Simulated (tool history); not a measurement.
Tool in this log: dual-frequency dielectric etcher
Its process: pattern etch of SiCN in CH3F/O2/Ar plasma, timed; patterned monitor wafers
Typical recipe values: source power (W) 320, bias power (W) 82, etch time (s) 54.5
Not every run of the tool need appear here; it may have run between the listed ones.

run	hour	source power (W)	bias power (W)	etch time (s)	read-back reference wafer on the same gauge, depth_nm	mean etch depth across the wafer (Å)
1	0.0	320	82	54.5	23.25	203.4
2	36.4	320	82	54.5	23.25	203.2
# hour 87.3: wet clean of the chamber
3	131.9	320	82	54.5	23.29	203.2
4	189.9	320	82	63.0	23.35	234.2
5	276.0	320	82	63.0	23.40	236.1
6	333.0	320	82	63.0	23.47	236.7
# hour 372.3: source power generator calibrated
7	380.4	370	82	54.5	23.48	215.0
8	450.9	320	73	54.5	23.53	193.3
# hour 510.6: bias power generator calibrated
# hour 512.3: wet clean of the chamber
9	512.8	320	69	59.0	23.60	202.1
10	582.5	320	82	54.5	23.67	206.9
# hour 591.1: gauge calibrated
11	681.3	320	82	54.5	23.34	203.2
# hour 706.9: upper electrode replaced
12	724.7	240	71	59.0	23.34	187.9
# hour 842.7: wet clean of the chamber
13	843.2	350	69	60.5	23.38	212.1
14	916.3	270	82	54.5	23.40	193.9
15	962.9	320	67	54.5	23.42	182.3
16	1068.1	300	82	54.5	23.49	200.8

Same runs, no hidden state in the tool, same run-to-run variation:
What the log doesn't record here: etch rate over this chamber's usual, %; source power that arrives over what is set, %; bias power that arrives over what is set, %; gauge reads high (%).
run	mean etch depth across the wafer (Å)
1	203.0
2	202.7
3	202.4
4	232.9
5	234.2
6	234.3
7	212.5
8	190.5
9	198.7
10	202.7
11	202.0
12	186.8
13	210.5
14	192.3
15	180.6
16	198.5

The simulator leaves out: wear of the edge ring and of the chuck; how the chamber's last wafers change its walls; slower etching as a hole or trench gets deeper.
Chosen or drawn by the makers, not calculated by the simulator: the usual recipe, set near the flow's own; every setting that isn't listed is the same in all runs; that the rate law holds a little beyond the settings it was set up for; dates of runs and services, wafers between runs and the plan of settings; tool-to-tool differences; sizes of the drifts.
